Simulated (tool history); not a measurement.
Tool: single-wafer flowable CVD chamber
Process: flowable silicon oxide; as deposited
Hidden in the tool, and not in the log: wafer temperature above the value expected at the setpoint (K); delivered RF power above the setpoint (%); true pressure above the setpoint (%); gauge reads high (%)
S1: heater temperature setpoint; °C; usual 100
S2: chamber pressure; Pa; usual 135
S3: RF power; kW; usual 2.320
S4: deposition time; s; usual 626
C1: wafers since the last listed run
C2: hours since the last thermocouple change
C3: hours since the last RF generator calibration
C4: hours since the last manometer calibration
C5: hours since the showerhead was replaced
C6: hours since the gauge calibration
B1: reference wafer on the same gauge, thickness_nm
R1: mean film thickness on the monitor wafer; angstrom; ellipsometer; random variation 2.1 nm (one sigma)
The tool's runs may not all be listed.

run	hour	S1	S2	S3	S4	C1	C2	C3	C4	C5	C6	B1	R1
1	0.0	100	135	2.320	626	0	1867.2	1147.6	1692.6	7399.5	824.6	542.007	4992.06
2	17.4	100	135	2.320	626	76	1884.6	1165.0	1710.0	7416.9	842.0	541.902	4994.88
3	49.1	100	135	2.320	626	138	1916.3	1196.7	1741.7	7448.6	873.7	541.416	4994.64
# hour 96.5: thermocouple changed; heater temperature recalibrated
# hour 136.4: gauge calibrated
4	152.2	100	135	2.320	626	416	55.7	1299.8	1844.8	7551.7	15.8	541.812	4957.16
5	165.9	100	135	2.320	626	60	69.4	1313.5	1858.5	7565.4	29.5	542.151	4985.54
6	178.4	100	135	2.320	626	54	81.9	1326.0	1871.0	7577.9	42.0	542.423	5025.05
7	196.5	100	135	2.320	626	79	100.0	1344.1	1889.1	7596.0	60.1	541.734	5000.15
8	226.4	100	135	2.320	626	130	129.9	1374.0	1919.0	7625.9	90.0	541.968	5045.60
9	256.6	107	163	1.905	746	132	160.1	1404.2	1949.2	7656.1	120.2	541.357	5673.19
10	292.5	106	167	2.075	540	157	196.0	1440.1	1985.1	7692.0	156.1	541.455	4390.56
11	323.7	105	153	1.925	736	136	227.2	1471.3	2016.3	7723.2	187.3	541.425	5578.55
# hour 338.0: capacitance manometer re-zeroed and calibrated
# hour 361.5: showerhead replaced
12	362.0	100	135	2.320	526	97	265.5	1509.6	24.0	0.5	225.6	542.508	4210.56
13	378.3	100	135	2.565	626	71	281.8	1525.9	40.3	16.8	241.9	542.270	5075.79
# hour 413.0: RF generator calibrated
14	413.5	100	135	2.320	626	119	317.0	0.5	75.5	52.0	277.1	541.253	4968.83
15	428.0	100	135	2.500	626	63	331.5	15.0	90.0	66.5	291.6	542.445	5050.36
16	442.4	107	163	1.905	746	63	345.9	29.4	104.4	80.9	306.0	541.785	5657.77
17	463.5	100	151	2.320	687	92	367.0	50.5	125.5	102.0	327.1	542.669	6147.37
18	493.7	100	135	2.320	626	132	397.2	80.7	155.7	132.2	357.3	542.189	4970.41
19	520.8	100	135	2.320	689	118	424.3	107.8	182.8	159.3	384.4	541.568	5494.22
20	541.4	111	135	2.320	705	90	444.9	128.4	203.4	179.9	405.0	542.283	4081.83
21	556.4	109	101	2.320	680	65	459.9	143.4	218.4	194.9	420.0	541.810	3133.89
22	578.2	100	135	2.070	626	95	481.7	165.2	240.2	216.7	441.8	541.698	4943.69
23	610.8	100	121	2.320	541	142	514.3	197.8	272.8	249.3	474.4	541.742	3911.39
24	704.5	110	103	2.320	626	410	608.0	291.5	366.5	343.0	568.1	542.017	2855.53
25	727.5	112	135	2.320	581	100	631.0	314.5	389.5	366.0	591.1	542.631	3276.54
26	754.1	100	135	2.070	626	116	657.6	341.1	416.1	392.6	617.7	542.731	4893.31
27	769.2	107	135	2.320	741	66	672.7	356.2	431.2	407.7	632.8	543.126	4788.11

Forecast run 28:
28	786.4	100	135	2.320	626	75	689.9	373.4	448.4	424.9	650.0	?	?

Run 28 gave B1 542.284, R1 4992.30 angstrom.
Without the tool's hidden state the same run would have given R1 4992.30 angstrom.
